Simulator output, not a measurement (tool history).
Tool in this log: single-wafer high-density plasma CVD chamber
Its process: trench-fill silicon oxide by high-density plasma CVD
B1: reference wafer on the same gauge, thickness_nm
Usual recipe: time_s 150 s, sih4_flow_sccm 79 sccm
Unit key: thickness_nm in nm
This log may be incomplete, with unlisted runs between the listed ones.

run 1 hour=0 | time_s=150 sih4_flow_sccm=79 | B1=1139.505 | thickness_nm=1130.56
run 2 hour=38.6 | time_s=150 sih4_flow_sccm=79 | B1=1140.075 | thickness_nm=1131.858
run 3 hour=81.1 | time_s=150 sih4_flow_sccm=79 | B1=1142.512 | thickness_nm=1127.685
run 4 hour=131.4 | time_s=133 sih4_flow_sccm=79 | B1=1137.666 | thickness_nm=998.157
-- hour=143.3 gauge calibrated
run 5 hour=163.4 | time_s=133 sih4_flow_sccm=79 | B1=1139.899 | thickness_nm=999.961
run 6 hour=202.3 | time_s=137 sih4_flow_sccm=79 | B1=1139.412 | thickness_nm=1032.775
run 7 hour=256.5 | time_s=137 sih4_flow_sccm=79 | B1=1139.314 | thickness_nm=1032.954
run 8 hour=305.1 | time_s=150 sih4_flow_sccm=79 | B1=1139.089 | thickness_nm=1127.043
run 9 hour=486.9 | time_s=137 sih4_flow_sccm=88 | B1=1141.583 | thickness_nm=1120.057
run 10 hour=673.8 | time_s=171 sih4_flow_sccm=69 | B1=1139.99 | thickness_nm=1158.834
run 11 hour=698.2 | time_s=150 sih4_flow_sccm=79 | B1=1139.554 | thickness_nm=1124.778
run 12 hour=750.2 | time_s=150 sih4_flow_sccm=84 | B1=1140.054 | thickness_nm=1178.2
-- hour=766 silane flow controller replaced
run 13 hour=804.8 | time_s=150 sih4_flow_sccm=79 | B1=1139.562 | thickness_nm=1157.512
-- hour=858 gauge calibrated
run 14 hour=869.3 | time_s=150 sih4_flow_sccm=90 | B1=1139.802 | thickness_nm=1282.312
run 15 hour=920.9 | time_s=123 sih4_flow_sccm=66 | B1=1140.235 | thickness_nm=823.203
run 16 hour=1075.9 | time_s=136 sih4_flow_sccm=70 | B1=1141.807 | thickness_nm=947.313

Consider 3 possible next runs. They are alternatives, not a sequence: every one starts from the tool as it was left by run 16. What does each give?
run A hour=1076.3 | time_s=150 sih4_flow_sccm=79 | B1=? | thickness_nm=?
run B hour=1076.3 | time_s=122 sih4_flow_sccm=92 | B1=? | thickness_nm=?
run C hour=1076.3 | time_s=171 sih4_flow_sccm=84 | B1=? | thickness_nm=?

run=A B1=1141.888 thickness_nm=1146.656
run=B B1=1141.888 thickness_nm=1052.102
run=C B1=1141.888 thickness_nm=1371.603
Stripped of hidden state, with their random variation kept, the same runs would have yielded:
run=A thickness_nm=1175.909
run=B thickness_nm=1078.943
run=C thickness_nm=1406.595
